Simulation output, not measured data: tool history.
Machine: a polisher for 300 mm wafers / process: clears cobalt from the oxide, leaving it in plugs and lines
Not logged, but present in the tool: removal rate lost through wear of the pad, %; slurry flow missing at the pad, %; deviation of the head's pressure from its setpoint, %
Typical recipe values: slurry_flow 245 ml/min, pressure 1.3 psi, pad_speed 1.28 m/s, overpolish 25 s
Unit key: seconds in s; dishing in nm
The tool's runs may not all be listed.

| run | hour | slurry_flow | pressure | pad_speed | overpolish | wafers since the last listed run | wafers polished on this pad | hours since the slurry nozzle was cleaned | hours since the head pressure was calibrated | incoming thickness of the incoming film, nm | seconds | dishing |
|---|---|---|---|---|---|---|---|---|---|---|---|---|
| 1 | 0.0 | 245 | 1.3 | 1.28 | 25 | 0 | 753 | 69.0 | 326.3 | 179.6 | 56.5 | 60.1 |
| 2 | 63.3 | 275 | 1.3 | 1.60 | 25 | 359 | 1113 | 132.3 | 389.6 | 183.3 | 47.9 | 65.6 |
| 3 | 179.2 | 245 | 1.3 | 1.60 | 25 | 658 | 1771 | 248.2 | 505.5 | 181.7 | 49.1 | 64.8 |
| 4 | 250.6 | 245 | 1.3 | 1.60 | 25 | 405 | 2177 | 319.6 | 576.9 | 179.6 | 48.7 | 65.3 |
|  | 297.4 | head pressure recalibrated |
| 5 | 297.9 | 245 | 1.3 | 1.60 | 25 | 257 | 2434 | 366.9 | 0.5 | 178.6 | 49.3 | 64.8 |
| 6 | 363.5 | 245 | 1.3 | 1.28 | 25 | 372 | 2807 | 432.5 | 66.1 | 178.4 | 58.7 | 56.8 |
| 7 | 427.4 | 245 | 1.3 | 1.28 | 25 | 362 | 3170 | 496.4 | 130.0 | 182.0 | 61.1 | 55.4 |
|  | 474.2 | worn pad replaced by a new one |
| 8 | 511.2 | 245 | 1.3 | 1.28 | 25 | 453 | 210 | 580.2 | 213.8 | 181.0 | 59.5 | 56.0 |
| 9 | 562.6 | 245 | 1.3 | 1.28 | 25 | 291 | 502 | 631.6 | 265.2 | 182.0 | 60.9 | 57.2 |
| 10 | 606.8 | 245 | 1.3 | 1.28 | 25 | 251 | 753 | 675.8 | 309.4 | 177.2 | 60.9 | 58.2 |
| 11 | 637.9 | 245 | 1.3 | 1.28 | 25 | 176 | 930 | 706.9 | 340.5 | 176.7 | 59.8 | 57.1 |
| 12 | 678.6 | 245 | 0.9 | 1.16 | 25 | 231 | 1161 | 747.6 | 381.2 | 181.9 | 82.1 | 45.7 |
|  | 681.6 | slurry nozzle cleaned |
| 13 | 730.9 | 210 | 0.9 | 1.06 | 33 | 291 | 1452 | 49.3 | 433.5 | 179.3 | 79.9 | 57.3 |
| 14 | 770.0 | 220 | 1.3 | 1.08 | 25 | 222 | 1674 | 88.4 | 472.6 | 182.9 | 65.5 | 55.2 |
| 15 | 803.7 | 285 | 1.6 | 1.28 | 15 | 191 | 1866 | 122.1 | 506.3 | 181.0 | 48.3 | 45.0 |
| 16 | 847.1 | 245 | 1.3 | 1.28 | 25 | 246 | 2112 | 165.5 | 549.7 | 178.8 | 55.1 | 57.0 |
|  | 855.2 | head pressure recalibrated |
| 17 | 885.8 | 205 | 1.3 | 1.58 | 32 | 208 | 2321 | 204.2 | 30.6 | 178.6 | 49.5 | 68.0 |
|  | 1072.3 | worn pad replaced by a new one |
| 18 | 1072.8 | 210 | 1.1 | 0.96 | 16 | 1039 | 2 | 391.2 | 217.6 | 177.8 | 82.8 | 33.0 |
| 19 | 1139.2 | 245 | 1.3 | 1.28 | 32 | 377 | 380 | 457.6 | 284.0 | 180.9 | 58.9 | 67.0 |
| 20 | 1182.4 | 330 | 1.2 | 1.54 | 14 | 245 | 625 | 500.8 | 327.2 | 177.7 | 50.7 | 43.7 |
| 21 | 1328.1 | 275 | 1.3 | 1.28 | 19 | 827 | 1453 | 646.5 | 472.9 | 180.5 | 58.4 | 46.2 |
|  | 1379.8 | head pressure recalibrated |
| 22 | 1386.0 | 245 | 1.3 | 1.28 | 25 | 317 | 1770 | 704.4 | 6.2 | 180.9 | 58.8 | 56.6 |
| 23 | 1454.3 | 265 | 0.8 | 1.28 | 25 | 387 | 2158 | 772.7 | 74.5 | 180.8 | 77.7 | 47.4 |
|  | 1464.1 | slurry nozzle cleaned |
| 24 | 1519.7 | 245 | 1.3 | 1.70 | 18 | 365 | 2524 | 55.6 | 139.9 | 178.1 | 44.8 | 58.2 |
| 25 | 1583.9 | 245 | 1.3 | 1.28 | 25 | 364 | 2889 | 119.8 | 204.1 | 177.6 | 56.4 | 58.8 |
|  | 1663.9 | worn pad replaced by a new one |
| 26 | 1740.3 | 185 | 0.9 | 1.28 | 32 | 865 | 433 | 276.2 | 360.5 | 181.0 | 75.8 | 58.4 |
| 27 | 1802.7 | 215 | 1.7 | 1.02 | 32 | 354 | 788 | 338.6 | 422.9 | 182.4 | 58.8 | 68.5 |
| 28 | 1853.7 | 275 | 1.3 | 1.60 | 25 | 289 | 1078 | 389.6 | 473.9 | 179.4 | 47.8 | 64.5 |
| 29 | 1914.0 | 195 | 1.3 | 1.28 | 25 | 342 | 1420 | 449.9 | 534.2 | 178.9 | 60.8 | 55.9 |
| 30 | 1947.5 | 185 | 1.8 | 1.28 | 25 | 190 | 1610 | 483.4 | 567.7 | 178.9 | 50.3 | 64.6 |
| 31 | 2005.3 | 245 | 1.3 | 1.28 | 25 | 328 | 1939 | 541.2 | 625.5 | 179.8 | 60.5 | 57.9 |
|  | 2032.7 | head pressure recalibrated |
| 32 | 2116.2 | 245 | 1.7 | 1.28 | 25 | 618 | 2557 | 652.1 | 83.5 | 178.3 | 48.5 | 64.5 |
| 33 | 2147.8 | 245 | 1.1 | 1.28 | 25 | 179 | 2737 | 683.7 | 115.1 | 183.3 | 66.5 | 53.9 |
| 34 | 2200.3 | 245 | 1.7 | 1.58 | 32 | 298 | 3035 | 736.2 | 167.6 | 176.2 | 41.5 | 78.8 |

Per-run results on a tool with no hidden state, each run keeping its own random variation:
| run | seconds | dishing |
|---|---|---|
| 1 | 55.1 | 61.0 |
| 2 | 46.4 | 66.7 |
| 3 | 46.5 | 66.7 |
| 4 | 45.7 | 67.6 |
| 5 | 46.0 | 67.4 |
| 6 | 54.3 | 59.5 |
| 7 | 56.2 | 58.3 |
| 8 | 54.3 | 59.2 |
| 9 | 55.4 | 60.6 |
| 10 | 55.2 | 61.7 |
| 11 | 54.2 | 60.6 |
| 12 | 74.3 | 49.0 |
| 13 | 78.4 | 58.0 |
| 14 | 63.8 | 56.1 |
| 15 | 47.1 | 45.8 |
| 16 | 53.1 | 58.3 |
| 17 | 47.1 | 69.6 |
| 18 | 76.7 | 35.1 |
| 19 | 54.8 | 69.5 |
| 20 | 48.0 | 45.5 |
| 21 | 54.1 | 48.7 |
| 22 | 53.9 | 59.7 |
| 23 | 71.5 | 50.2 |
| 24 | 44.2 | 58.7 |
| 25 | 55.0 | 59.6 |
| 26 | 71.3 | 60.6 |
| 27 | 55.3 | 70.7 |
| 28 | 45.4 | 66.3 |
| 29 | 56.1 | 58.8 |
| 30 | 46.1 | 67.7 |
| 31 | 56.5 | 60.3 |
| 32 | 44.9 | 67.2 |
| 33 | 61.6 | 56.6 |
| 34 | 38.3 | 81.3 |
